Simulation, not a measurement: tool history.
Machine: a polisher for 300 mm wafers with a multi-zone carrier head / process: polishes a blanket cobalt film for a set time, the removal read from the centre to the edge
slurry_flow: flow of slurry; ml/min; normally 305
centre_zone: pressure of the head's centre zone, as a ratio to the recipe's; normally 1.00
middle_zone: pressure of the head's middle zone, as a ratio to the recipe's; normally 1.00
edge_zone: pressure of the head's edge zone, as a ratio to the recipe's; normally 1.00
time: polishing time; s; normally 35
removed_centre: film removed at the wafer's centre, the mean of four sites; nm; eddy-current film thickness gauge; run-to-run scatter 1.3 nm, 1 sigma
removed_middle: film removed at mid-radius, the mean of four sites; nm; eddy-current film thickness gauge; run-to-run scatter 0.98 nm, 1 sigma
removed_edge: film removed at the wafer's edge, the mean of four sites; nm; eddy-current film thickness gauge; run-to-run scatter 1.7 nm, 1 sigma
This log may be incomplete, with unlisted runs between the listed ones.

| run | hour | slurry_flow | centre_zone | middle_zone | edge_zone | time | wafers since the last listed run | wafers polished on this pad | hours since the slurry nozzle was cleaned | hours since the centre zone pressure was calibrated | hours since the edge zone pressure was calibrated | hours since the carrier head's membrane was replaced | incoming thickness of the incoming film, nm | removed_centre | removed_middle | removed_edge |
|---|---|---|---|---|---|---|---|---|---|---|---|---|---|---|---|---|
| 1 | 0.0 | 305 | 1.00 | 1.00 | 1.00 | 35 | 0 | 4028 | 473.1 | 34.0 | 620.1 | 207.9 | 1469.7 | 151.6 | 155.2 | 148.6 |
| 2 | 86.6 | 305 | 0.92 | 1.00 | 1.00 | 35 | 919 | 4948 | 559.7 | 120.6 | 706.7 | 294.5 | 1467.5 | 140.4 | 153.5 | 151.8 |
| 3 | 133.2 | 305 | 1.00 | 1.00 | 1.00 | 35 | 494 | 5443 | 606.3 | 167.2 | 753.3 | 341.1 | 1485.9 | 152.9 | 153.8 | 148.4 |
| 4 | 211.1 | 305 | 1.07 | 1.00 | 1.00 | 35 | 827 | 6270 | 684.2 | 245.1 | 831.2 | 419.0 | 1465.9 | 162.3 | 153.0 | 149.9 |
| 5 | 250.6 | 305 | 1.00 | 1.00 | 1.00 | 35 | 419 | 6689 | 723.7 | 284.6 | 870.7 | 458.5 | 1490.5 | 151.9 | 151.7 | 147.9 |
|  | 254.4 | slurry nozzle cleaned |
|  | 267.6 | worn pad replaced by a new one |
| 6 | 387.0 | 305 | 1.00 | 0.93 | 1.00 | 35 | 1395 | 1267 | 132.6 | 421.0 | 1007.1 | 594.9 | 1491.2 | 155.6 | 147.4 | 150.7 |
| 7 | 444.2 | 220 | 1.00 | 1.00 | 0.95 | 35 | 607 | 1875 | 189.8 | 478.2 | 1064.3 | 652.1 | 1465.5 | 148.6 | 151.8 | 144.7 |
|  | 461.6 | carrier head's membrane replaced by a new one |
| 8 | 543.0 | 305 | 1.00 | 1.00 | 1.11 | 45 | 996 | 2871 | 288.6 | 577.0 | 1163.1 | 81.4 | 1447.2 | 196.8 | 200.4 | 201.8 |
| 9 | 605.9 | 305 | 1.09 | 1.10 | 1.05 | 35 | 667 | 3539 | 351.5 | 639.9 | 1226.0 | 144.3 | 1474.5 | 166.5 | 165.8 | 152.3 |
|  | 636.1 | edge zone pressure recalibrated |
| 10 | 684.6 | 305 | 0.94 | 1.00 | 1.00 | 35 | 814 | 4353 | 430.2 | 718.6 | 48.5 | 223.0 | 1457.4 | 142.9 | 153.9 | 151.1 |
| 11 | 777.3 | 305 | 1.00 | 1.00 | 0.89 | 35 | 984 | 5338 | 522.9 | 811.3 | 141.2 | 315.7 | 1451.0 | 150.6 | 153.8 | 141.4 |
|  | 801.6 | centre zone pressure recalibrated |
| 12 | 841.4 | 305 | 1.00 | 1.00 | 1.00 | 45 | 659 | 5997 | 587.0 | 39.8 | 205.3 | 379.8 | 1472.5 | 194.4 | 196.3 | 188.0 |
|  | 854.9 | slurry nozzle cleaned |
|  | 874.3 | worn pad replaced by a new one |
|  | 1101.6 | carrier head's membrane replaced by a new one |
| 13 | 1137.6 | 230 | 0.93 | 1.00 | 1.00 | 35 | 3039 | 2743 | 282.7 | 336.0 | 501.5 | 36.0 | 1468.2 | 137.7 | 151.1 | 147.5 |
| 14 | 1206.0 | 340 | 1.08 | 1.05 | 1.00 | 28 | 726 | 3469 | 351.1 | 404.4 | 569.9 | 104.4 | 1483.4 | 131.3 | 130.4 | 119.9 |
| 15 | 1276.6 | 305 | 1.00 | 1.00 | 1.00 | 28 | 749 | 4219 | 421.7 | 475.0 | 640.5 | 175.0 | 1491.0 | 122.9 | 121.5 | 119.5 |
| 16 | 1362.7 | 305 | 1.00 | 1.12 | 1.00 | 35 | 914 | 5133 | 507.8 | 561.1 | 726.6 | 261.1 | 1487.2 | 154.8 | 169.2 | 147.7 |
| 17 | 1420.1 | 305 | 1.12 | 1.00 | 0.93 | 35 | 609 | 5743 | 565.2 | 618.5 | 784.0 | 318.5 | 1472.1 | 170.2 | 154.1 | 143.9 |
| 18 | 1475.1 | 385 | 1.00 | 0.97 | 1.00 | 35 | 584 | 6327 | 620.2 | 673.5 | 839.0 | 373.5 | 1446.2 | 154.0 | 152.8 | 150.8 |
| 19 | 1569.0 | 335 | 1.00 | 1.00 | 1.00 | 35 | 997 | 7324 | 714.1 | 767.4 | 932.9 | 467.4 | 1476.0 | 154.1 | 154.0 | 150.0 |
|  | 1583.7 | slurry nozzle cleaned |
|  | 1629.7 | worn pad replaced by a new one |
| 20 | 1654.9 | 360 | 1.04 | 1.00 | 1.12 | 40 | 859 | 267 | 71.2 | 853.3 | 1018.8 | 553.3 | 1489.5 | 188.1 | 183.0 | 189.8 |
|  | 1695.7 | centre zone pressure recalibrated |
| 21 | 1758.4 | 305 | 1.00 | 1.00 | 1.00 | 35 | 1077 | 1345 | 174.7 | 62.7 | 1122.3 | 656.8 | 1482.6 | 154.0 | 155.2 | 149.2 |

Below are 5 alternative next runs, each starting from the tool's condition after run 21. Predict each:
| A | 1758.8 | 305 | 1.08 | 1.00 | 1.00 | 35 | 4 | 1349 | 175.1 | 63.1 | 1122.7 | 657.2 | 1456.9 | ? | ? | ? |
| B | 1758.8 | 385 | 0.95 | 1.00 | 1.07 | 35 | 4 | 1349 | 175.1 | 63.1 | 1122.7 | 657.2 | 1456.9 | ? | ? | ? |
| C | 1758.8 | 305 | 1.00 | 0.96 | 1.00 | 35 | 4 | 1349 | 175.1 | 63.1 | 1122.7 | 657.2 | 1456.9 | ? | ? | ? |
| D | 1758.8 | 305 | 1.10 | 0.88 | 1.06 | 28 | 4 | 1349 | 175.1 | 63.1 | 1122.7 | 657.2 | 1456.9 | ? | ? | ? |
| E | 1758.8 | 305 | 1.12 | 1.04 | 1.00 | 32 | 4 | 1349 | 175.1 | 63.1 | 1122.7 | 657.2 | 1456.9 | ? | ? | ? |

| run | removed_centre | removed_middle | removed_edge |
|---|---|---|---|
| A | 164.3 | 155.0 | 152.0 |
| B | 147.3 | 157.9 | 159.1 |
| C | 152.0 | 149.8 | 152.1 |
| D | 133.8 | 111.4 | 125.2 |
| E | 155.8 | 146.5 | 138.9 |
What these runs would have given with no unlogged condition in the tool:
| run | removed_centre | removed_middle | removed_edge |
|---|---|---|---|
| A | 167.4 | 157.9 | 154.9 |
| B | 150.1 | 160.9 | 162.1 |
| C | 154.9 | 152.6 | 155.0 |
| D | 136.3 | 113.5 | 127.5 |
| E | 158.8 | 149.2 | 141.5 |
